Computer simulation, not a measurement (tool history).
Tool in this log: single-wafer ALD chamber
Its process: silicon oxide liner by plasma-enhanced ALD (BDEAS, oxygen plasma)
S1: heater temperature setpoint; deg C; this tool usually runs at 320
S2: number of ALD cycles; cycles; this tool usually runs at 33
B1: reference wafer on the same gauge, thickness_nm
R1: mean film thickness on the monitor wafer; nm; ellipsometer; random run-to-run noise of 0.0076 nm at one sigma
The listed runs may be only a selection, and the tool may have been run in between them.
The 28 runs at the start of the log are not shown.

At day 29.192: thermocouple changed; heater temperature recalibrated.
Run 29, day 30.042: usual settings but S1 313 deg C, S2 29 cycles; B1 3.326. Result: R1 2.607 nm.
Run 30, day 30.817: usual settings but S1 315 deg C, S2 30 cycles; B1 3.324. Result: R1 2.710 nm.
Run 31, day 31.596: usual settings but S1 330 deg C, S2 28 cycles; B1 3.319. Result: R1 2.459 nm.
Run 32, day 33.038: usual settings but S1 326 deg C, S2 29 cycles; B1 3.311. Result: R1 2.569 nm.
Run 33, day 34.383: usual settings but S1 329 deg C, S2 29 cycles; B1 3.312. Result: R1 2.533 nm.
Run 34, day 35.812: usual settings but S1 327 deg C; B1 3.312. Result: R1 2.890 nm.
Run 35, day 36.462: usual settings but S1 327 deg C, S2 39 cycles; B1 3.305. Result: R1 3.424 nm.
At day 36.958: gauge calibrated.
Run 36, day 36.983: usual settings but S2 27 cycles; B1 3.401. Result: R1 2.471 nm.
Run 37, day 38.250: usual settings but S1 326 deg C, S2 39 cycles; B1 3.401. Result: R1 3.521 nm.
Run 38, day 39.462: usual settings but S1 329 deg C; B1 3.397. Result: R1 2.959 nm.
Run 39, day 43.288: usual settings; B1 3.386. Result: R1 2.992 nm.
Run 40, day 44.075: usual settings but S2 30 cycles; B1 3.381. Result: R1 2.737 nm.
Run 41, day 45.521: usual settings but S1 327 deg C, S2 36 cycles; B1 3.381. Result: R1 3.229 nm.
Run 42, day 46.767: usual settings but S1 312 deg C, S2 30 cycles; B1 3.377. Result: R1 2.759 nm.
Run 43, day 47.821: usual settings but S1 316 deg C; B1 3.368. Result: R1 3.027 nm.
Run 44, day 48.879: usual settings but S2 37 cycles; B1 3.372. Result: R1 3.356 nm.
Run 45, day 50.267: usual settings but S1 326 deg C; B1 3.366. Result: R1 2.958 nm.
Run 46, day 51.512: usual settings but S1 332 deg C, S2 31 cycles; B1 3.364. Result: R1 2.735 nm.

Below are 5 alternative next runs, each starting from the tool's condition after run 46. Predict each:
Run A, day 51.529: usual settings but S1 306 deg C; B1 ?. Result: R1 ?.
Run B, day 51.529: usual settings but S2 28 cycles; B1 ?. Result: R1 ?.
Run C, day 51.529: usual settings but S1 314 deg C; B1 ?. Result: R1 ?.
Run D, day 51.529: usual settings but S1 316 deg C, S2 39 cycles; B1 ?. Result: R1 ?.
Run E, day 51.529: usual settings but S1 334 deg C, S2 29 cycles; B1 ?. Result: R1 ?.

run     B1     R1
  A  3.362  3.046
  B  3.362  2.526
  C  3.362  3.007
  D  3.362  3.542
  E  3.362  2.557
Stripped of hidden state, with their random variation kept, the same runs would have yielded:
run     R1
  A  3.097
  B  2.569
  C  3.057
  D  3.601
  E  2.599
